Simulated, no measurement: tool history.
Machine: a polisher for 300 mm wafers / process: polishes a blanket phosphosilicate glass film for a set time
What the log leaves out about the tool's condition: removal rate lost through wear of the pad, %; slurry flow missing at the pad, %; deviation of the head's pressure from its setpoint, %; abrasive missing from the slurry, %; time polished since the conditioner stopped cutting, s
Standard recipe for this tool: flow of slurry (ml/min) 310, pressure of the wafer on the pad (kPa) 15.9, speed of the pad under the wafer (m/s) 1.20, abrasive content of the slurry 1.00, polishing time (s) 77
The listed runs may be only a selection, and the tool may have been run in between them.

run   hour  flow of slurry (ml/min)  pressure of the wafer on the pad (kPa)  speed of the pad under the wafer (m/s)  abrasive content of the slurry  polishing time (s)  wafers since the last listed run  wafers polished on this pad  hours since the slurry nozzle was cleaned  hours since the head pressure was calibrated  hours since the slurry blender was calibrated  hours since the conditioning disc was replaced  incoming thickness of the incoming film, nm  film removed (angstrom)
  1    0.0                      310                                    15.9                                    1.20                            1.00                  77                                 0                         1158                                      311.3                                        1148.2                                          219.3                                           103.0                                       2122.9                     4578
  2    9.4                      310                                    20.0                                    1.20                            0.80                  77                                72                         1231                                      320.7                                        1157.6                                          228.7                                           112.4                                       2117.3                     4879
      18.3  -- slurry blender recalibrated
  3   25.1                      310                                    20.0                                    1.20                            0.80                  77                               106                         1337                                      336.4                                        1173.3                                            6.8                                           128.1                                       2124.6                     4901
  4   42.2                      310                                    20.0                                    1.20                            0.80                  77                               132                         1470                                      353.5                                        1190.4                                           23.9                                           145.2                                       2089.1                     4863
      51.4  -- worn pad replaced by a new one
  5   58.0                      310                                    17.9                                    1.20                            1.00                  77                                91                           51                                      369.3                                        1206.2                                           39.7                                           161.0                                       2109.2                     5011
  6   65.1                      310                                    17.9                                    1.20                            1.00                  77                                55                          106                                      376.4                                        1213.3                                           46.8                                           168.1                                       2090.7                     5013
  7   80.8                      310                                    11.7                                    1.20                            0.80                  77                               121                          228                                      392.1                                        1229.0                                           62.5                                           183.8                                       2072.3                     3078
  8   88.2                      310                                    11.7                                    1.20                            0.80                  77                                57                          285                                      399.5                                        1236.4                                           69.9                                           191.2                                       2081.7                     3093
  9   97.7                      310                                    11.7                                    1.20                            0.80                  77                                73                          359                                      409.0                                        1245.9                                           79.4                                           200.7                                       2092.7                     3138
     100.3  -- head pressure recalibrated
 10  104.4                      310                                    15.9                                    1.20                            1.00                  77                                36                          395                                      415.7                                           4.1                                           86.1                                           207.4                                       2062.0                     4539
 11  115.1                      310                                    15.9                                    1.20                            1.00                  77                                82                          478                                      426.4                                          14.8                                           96.8                                           218.1                                       2104.1                     4574
 12  127.7                      310                                    15.9                                    1.20                            1.00                  77                                97                          576                                      439.0                                          27.4                                          109.4                                           230.7                                       2090.7                     4424
     136.0  -- conditioning disc replaced and pad reconditioned
 13  141.6                      215                                    15.9                                    1.48                            1.30                  64                                92                          668                                      452.9                                          41.3                                          123.3                                             5.6                                       2128.4                     4829
 14  151.0                      310                                    15.9                                    0.92                            1.10                 102                                72                          741                                      462.3                                          50.7                                          132.7                                            15.0                                       2116.2                     5722
 15  168.1                      265                                    15.9                                    1.20                            1.00                 101                               132                          874                                      479.4                                          67.8                                          149.8                                            32.1                                       2103.3                     6058
 16  180.1                      310                                    17.9                                    1.44                            1.00                  54                                93                          967                                      491.4                                          79.8                                          161.8                                            44.1                                       2116.4                     3961
 17  187.3                      310                                    15.9                                    1.20                            1.00                  77                                55                         1022                                      498.6                                          87.0                                          169.0                                            51.3                                       2068.0                     4620
 18  197.6                      310                                    15.9                                    1.20                            1.10                  77                                79                         1102                                      508.9                                          97.3                                          179.3                                            61.6                                       2080.5                     4790
     202.9  -- slurry nozzle cleaned
 19  204.8                      310                                    15.9                                    1.20                            1.20                  77                                48                         1150                                        1.9                                         104.5                                          186.5                                            68.8                                       2080.4                     5033
     214.8  -- worn pad replaced by a new one
 20  220.2                      310                                    13.1                                    1.20                            1.00                  77                                88                           41                                       17.3                                         119.9                                          201.9                                            84.2                                       2106.1                     3848
 21  226.6                      310                                    15.9                                    1.20                            1.00                  77                                49                           91                                       23.7                                         126.3                                          208.3                                            90.6                                       2077.2                     4513
     237.6  -- slurry blender recalibrated
 22  241.1                      420                                    13.1                                    1.20                            0.80                  77                                96                          188                                       38.2                                         140.8                                            3.5                                           105.1                                       2148.7                     3478
 23  266.5                      380                                    15.9                                    0.90                            1.00                  97                               196                          385                                       63.6                                         166.2                                           28.9                                           130.5                                       2109.3                     5004
 24  282.7                      310                                    15.9                                    1.20                            1.00                  77                               125                          510                                       79.8                                         182.4                                           45.1                                           146.7                                       2087.0                     4477
 25  299.5                      310                                    15.9                                    0.96                            1.00                  98                               130                          640                                       96.6                                         199.2                                           61.9                                           163.5                                       2092.3                     5123

Measured less the same run without the tool's hidden state. The same run-to-run variation is in both; the gauge's scatter may not be:
run  film removed (angstrom)
  1                     -273
  2                     -365
  3                     -384
  4                     -397
  5                     -385
  6                     -389
  7                     -174
  8                     -176
  9                     -180
 10                     -333
 11                     -338
 12                     -329
 13                     -120
 14                     -148
 15                     -258
 16                     -244
 17                     -247
 18                     -279
 19                     -307
 20                     -220
 21                     -308
 22                     -216
 23                     -327
 24                     -356
 25                     -367
